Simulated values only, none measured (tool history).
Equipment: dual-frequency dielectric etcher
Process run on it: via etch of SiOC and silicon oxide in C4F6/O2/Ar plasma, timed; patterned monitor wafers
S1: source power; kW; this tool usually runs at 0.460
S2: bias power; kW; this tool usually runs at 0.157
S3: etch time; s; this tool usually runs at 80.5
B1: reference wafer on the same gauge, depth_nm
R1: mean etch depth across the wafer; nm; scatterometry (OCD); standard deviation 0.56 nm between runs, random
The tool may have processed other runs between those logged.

{"run": 1, "day": 0.0, "S1": 0.46, "S2": 0.157, "S3": 99.0, "B1": 85.0, "R1": 107.9}
{"run": 2, "day": 2.492, "S1": 0.46, "S2": 0.157, "S3": 80.5, "B1": 85.1, "R1": 86.9}
{"run": 3, "day": 4.267, "S1": 0.46, "S2": 0.157, "S3": 80.5, "B1": 85.1, "R1": 88.4}
{"run": 4, "day": 6.167, "S1": 0.46, "S2": 0.157, "S3": 80.5, "B1": 85.2, "R1": 87.0}
{"day": 7.142, "done": "gauge calibrated"}
{"run": 5, "day": 7.825, "S1": 0.46, "S2": 0.157, "S3": 80.5, "B1": 85.2, "R1": 89.2}
{"run": 6, "day": 9.908, "S1": 0.51, "S2": 0.157, "S3": 80.5, "B1": 85.1, "R1": 91.4}
{"run": 7, "day": 13.208, "S1": 0.46, "S2": 0.157, "S3": 80.5, "B1": 85.0, "R1": 90.1}
{"day": 16.712, "done": "wet clean of the chamber"}
{"run": 8, "day": 24.475, "S1": 0.46, "S2": 0.157, "S3": 80.5, "B1": 85.2, "R1": 88.3}
{"run": 9, "day": 26.129, "S1": 0.46, "S2": 0.157, "S3": 96.5, "B1": 85.2, "R1": 105.8}
{"run": 10, "day": 28.396, "S1": 0.46, "S2": 0.157, "S3": 96.5, "B1": 85.2, "R1": 106.7}
{"run": 11, "day": 31.046, "S1": 0.46, "S2": 0.157, "S3": 80.5, "B1": 85.1, "R1": 89.3}
{"run": 12, "day": 33.746, "S1": 0.46, "S2": 0.157, "S3": 80.5, "B1": 85.2, "R1": 89.5}
{"day": 34.233, "done": "source power generator calibrated"}
{"run": 13, "day": 36.354, "S1": 0.46, "S2": 0.157, "S3": 80.5, "B1": 85.0, "R1": 90.5}
{"day": 37.767, "done": "wet clean of the chamber"}
{"run": 14, "day": 38.479, "S1": 0.46, "S2": 0.157, "S3": 80.5, "B1": 85.2, "R1": 85.0}
{"run": 15, "day": 41.429, "S1": 0.46, "S2": 0.13, "S3": 90.0, "B1": 85.1, "R1": 92.3}
{"run": 16, "day": 47.212, "S1": 0.53, "S2": 0.196, "S3": 80.5, "B1": 85.0, "R1": 96.5}
{"day": 48.717, "done": "bias power generator calibrated"}
{"run": 17, "day": 49.888, "S1": 0.52, "S2": 0.146, "S3": 64.5, "B1": 85.1, "R1": 72.3}
{"run": 18, "day": 53.392, "S1": 0.54, "S2": 0.157, "S3": 97.0, "B1": 85.0, "R1": 111.8}
{"day": 56.421, "done": "upper electrode replaced, of another model than before"}
{"run": 19, "day": 56.442, "S1": 0.46, "S2": 0.157, "S3": 80.5, "B1": 85.1, "R1": 89.5}
{"run": 20, "day": 57.942, "S1": 0.55, "S2": 0.123, "S3": 104.5, "B1": 85.2, "R1": 116.6}
{"run": 21, "day": 61.212, "S1": 0.41, "S2": 0.157, "S3": 98.5, "B1": 85.2, "R1": 107.6}
{"day": 62.512, "done": "wet clean of the chamber"}
{"day": 69.092, "done": "gauge calibrated"}
{"run": 22, "day": 69.6, "S1": 0.39, "S2": 0.142, "S3": 67.0, "B1": 85.1, "R1": 69.4}
{"run": 23, "day": 72.371, "S1": 0.46, "S2": 0.157, "S3": 80.5, "B1": 85.2, "R1": 88.0}
{"run": 24, "day": 73.946, "S1": 0.46, "S2": 0.157, "S3": 95.5, "B1": 85.1, "R1": 106.0}
{"run": 25, "day": 81.55, "S1": 0.46, "S2": 0.157, "S3": 80.5, "B1": 85.0, "R1": 91.0}
{"run": 26, "day": 84.821, "S1": 0.55, "S2": 0.157, "S3": 80.5, "B1": 85.1, "R1": 95.8}
{"run": 27, "day": 87.983, "S1": 0.5, "S2": 0.157, "S3": 57.5, "B1": 85.1, "R1": 66.4}
{"day": 89.05, "done": "wet clean of the chamber"}
{"run": 28, "day": 91.817, "S1": 0.46, "S2": 0.157, "S3": 92.0, "B1": 84.9, "R1": 98.8}
{"run": 29, "day": 93.496, "S1": 0.55, "S2": 0.145, "S3": 80.5, "B1": 85.1, "R1": 88.5}

Forecast each of these 4 alternatives for the next run:
{"run": "A", "day": 93.512, "S1": 0.46, "S2": 0.157, "S3": 80.5, "B1": "?", "R1": "?"}
{"run": "B", "day": 93.512, "S1": 0.49, "S2": 0.182, "S3": 92.0, "B1": "?", "R1": "?"}
{"run": "C", "day": 93.512, "S1": 0.52, "S2": 0.14, "S3": 58.5, "B1": "?", "R1": "?"}
{"run": "D", "day": 93.512, "S1": 0.46, "S2": 0.157, "S3": 91.5, "B1": "?", "R1": "?"}

run=A B1=85.1 R1=87.6
run=B B1=85.1 R1=104.0
run=C B1=85.1 R1=64.3
run=D B1=85.1 R1=99.6
The same runs, with their run-to-run variation unchanged, on a tool lacking any hidden condition would have given:
run=A R1=86.8
run=B R1=103.0
run=C R1=63.7
run=D R1=98.7
